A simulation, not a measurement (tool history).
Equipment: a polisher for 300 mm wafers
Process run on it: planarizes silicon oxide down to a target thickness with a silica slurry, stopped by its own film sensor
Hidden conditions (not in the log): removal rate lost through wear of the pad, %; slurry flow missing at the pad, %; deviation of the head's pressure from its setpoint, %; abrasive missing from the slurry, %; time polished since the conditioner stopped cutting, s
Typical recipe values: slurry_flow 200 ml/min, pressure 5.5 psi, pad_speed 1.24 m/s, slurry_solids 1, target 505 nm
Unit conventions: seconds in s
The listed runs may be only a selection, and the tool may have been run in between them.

run   hour  slurry_flow  pressure  pad_speed  slurry_solids  target  wafers since the last listed run  wafers polished on this pad  hours since the slurry nozzle was cleaned  hours since the head pressure was calibrated  hours since the slurry blender was calibrated  hours since the conditioning disc was replaced  incoming thickness of the incoming film, nm  seconds
  1      0          200       5.5       1.24              1     505                                 0                         2605                                      146.8                                           291                                          218.1                                            76.8                                        806.4     77.7
      18.3  -- worn pad replaced by a new one
      28.2  -- slurry blender recalibrated
  2   30.8          200       5.5       1.24              1     505                               267                          113                                      177.6                                         321.8                                            2.6                                           107.6                                          794     61.6
  3   58.6          200       5.5       1.24            1.2     505                               299                          412                                      205.4                                         349.6                                           30.4                                           135.4                                        817.1     60.3
  4   89.7          200       5.5       1.24              1     505                               335                          748                                      236.5                                         380.7                                           61.5                                           166.5                                        799.9     64.7
  5  106.7          260       5.5       1.24              1     505                               183                          931                                      253.5                                         397.7                                           78.5                                           183.5                                        819.2     67.7
       113  -- head pressure recalibrated
  6  126.7          200       5.5       1.24              1     505                               194                         1125                                      273.5                                          13.7                                           98.5                                           203.5                                        797.3     66.5
  7  161.1          200       5.5       0.94              1     465                               370                         1496                                      307.9                                          48.1                                          132.9                                           237.9                                        807.5       97
  8  187.6          230       5.5       1.24            1.3     505                               285                         1782                                      334.4                                          74.6                                          159.4                                           264.4                                        802.4     60.7
  9  208.1          165       5.5       1.24              1     446                               221                         2003                                      354.9                                          95.1                                          179.9                                           284.9                                        802.3     87.8
 10  234.2          200       5.5       1.24              1     505                               281                         2284                                        381                                         121.2                                            206                                             311                                        802.1     73.5
 11  252.5          140       3.9       0.98            1.1     505                               197                         2481                                      399.3                                         139.5                                          224.3                                           329.3                                        816.4    115.7
     263.2  -- worn pad replaced by a new one
     272.7  -- slurry blender recalibrated
 12    281          200       5.5       1.24              1     505                               242                          170                                      427.8                                           168                                            8.3                                           357.8                                        816.8     68.1
 13  310.2          200       4.3       1.24              1     585                               314                          484                                        457                                         197.2                                           37.5                                             387                                        797.1     54.1
 14  322.8          200       5.5       1.24              1     505                               135                          620                                      469.6                                         209.8                                           50.1                                           399.6                                        805.7     66.8
 15  357.9          200       5.5       1.24              1     505                               378                          999                                      504.7                                         244.9                                           85.2                                           434.7                                        805.9     67.7
 16  388.9          265       5.5       1.24           1.15     505                               334                         1333                                      535.7                                         275.9                                          116.2                                           465.7                                          797     59.5
 17  413.4          200       5.5       0.98           0.75     505                               264                         1597                                      560.2                                         300.4                                          140.7                                           490.2                                        810.9    101.3
 18  435.9          200       5.5       1.24              1     505                               242                         1840                                      582.7                                         322.9                                          163.2                                           512.7                                        820.4     74.5
 19  463.1          200       5.5       1.24              1     505                               293                         2133                                      609.9                                         350.1                                          190.4                                           539.9                                        820.5     76.4
 20  475.3          175       6.6       0.82              1     452                               131                         2264                                      622.1                                         362.3                                          202.6                                           552.1                                        810.4    107.6
     477.6  -- slurry blender recalibrated
     484.2  -- slurry nozzle cleaned
     492.2  -- conditioning disc replaced and pad reconditioned
 21  509.8          160       6.9          1           0.75     505                               318                         2582                                       25.6                                         396.8                                           32.2                                            17.6                                        809.9     99.6
     528.3  -- worn pad replaced by a new one
 22  538.5          200       5.5       1.24            0.7     583                               266                          110                                       54.3                                         425.5                                           60.9                                            46.3                                        812.2     63.9
     546.9  -- head pressure recalibrated
 23  561.9          200       7.3       1.24              1     505                               230                          340                                       77.7                                            15                                           84.3                                            69.7                                        816.7     56.1
 24  596.6          200       5.5       1.46              1     505                               374                          714                                      112.4                                          49.7                                            119                                           104.4                                        818.7     61.6
 25    611          165       5.5       0.94           1.25     447                               155                          870                                      126.8                                          64.1                                          133.4                                           118.8                                        811.6     91.3

Below are 4 alternative next runs, each starting from the tool's condition after run 25. Predict each:
  A  611.4          200       5.5       1.24              1     505                                 4                          874                                      127.2                                          64.5                                          133.8                                           119.2                                        812.6        ?
  B  611.4          200       5.5       1.24           0.85     468                                 4                          874                                      127.2                                          64.5                                          133.8                                           119.2                                        812.6        ?
  C  611.4          265       5.5        1.6           1.25     407                                 4                          874                                      127.2                                          64.5                                          133.8                                           119.2                                        812.6        ?
  D  611.4          250       5.5        0.8            1.2     505                                 4                          874                                      127.2                                          64.5                                          133.8                                           119.2                                        812.6        ?

run  seconds
  A     65.1
  B     80.7
  C     60.5
  D     81.9
Had the tool no hidden state, the same runs would have come out as:
run  seconds
  A     63.7
  B       79
  C     59.2
  D     80.1
